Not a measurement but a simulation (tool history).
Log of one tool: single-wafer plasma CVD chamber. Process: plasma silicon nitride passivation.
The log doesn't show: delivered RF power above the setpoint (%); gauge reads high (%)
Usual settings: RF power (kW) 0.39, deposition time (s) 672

run,hour,RF power (kW),deposition time (s),wafers since the last listed run,hours since the last RF generator calibration,hours since the showerhead was replaced,hours since the gauge calibration,"read-back reference wafer on the same gauge, thickness_nm",mean film thickness on the monitor wafer (nm)
1,0,0.39,738,0,2483.3,3844.5,227.4,1130.358,1004.095
2,46.9,0.39,738,122,2530.2,3891.4,274.3,1129.783,1003.734
3,69.8,0.39,738,60,2553.1,3914.3,297.2,1130.592,1002.041
4,105.2,0.39,672,92,2588.5,3949.7,332.6,1129.929,912.908
5,136.9,0.39,672,83,2620.2,3981.4,364.3,1129.412,911.206
6,153.3,0.39,672,42,2636.6,3997.8,380.7,1129.649,914.128
7,213.9,0.39,672,158,2697.2,4058.4,441.3,1130.188,913.721
8,247.7,0.39,672,88,2731,4092.2,475.1,1130.184,913.265
# hour 262.7: showerhead replaced
9,268.2,0.335,580,32,2751.5,5.5,495.6,1130.395,726.806
# hour 296.4: RF generator calibrated
10,296.9,0.39,672,54,0.5,34.2,524.3,1130.172,953.083
# hour 324.9: gauge calibrated
11,329.3,0.315,728,84,32.9,66.6,4.4,1129.811,914.74
12,349.5,0.41,765,52,53.1,86.8,24.6,1129.311,1109.713
13,363.8,0.42,598,37,67.4,101.1,38.9,1130.1,875.571

Forecast run 14:
14,396.6,0.345,752,85,100.2,133.9,71.7,?,?

{"run 14": {"read-back reference wafer on the same gauge, thickness_nm": 1129.227, "mean film thickness on the monitor wafer (nm)": 996.066}}
Without the tool's hidden state the same run would have given mean film thickness on the monitor wafer (nm) 1006.179.
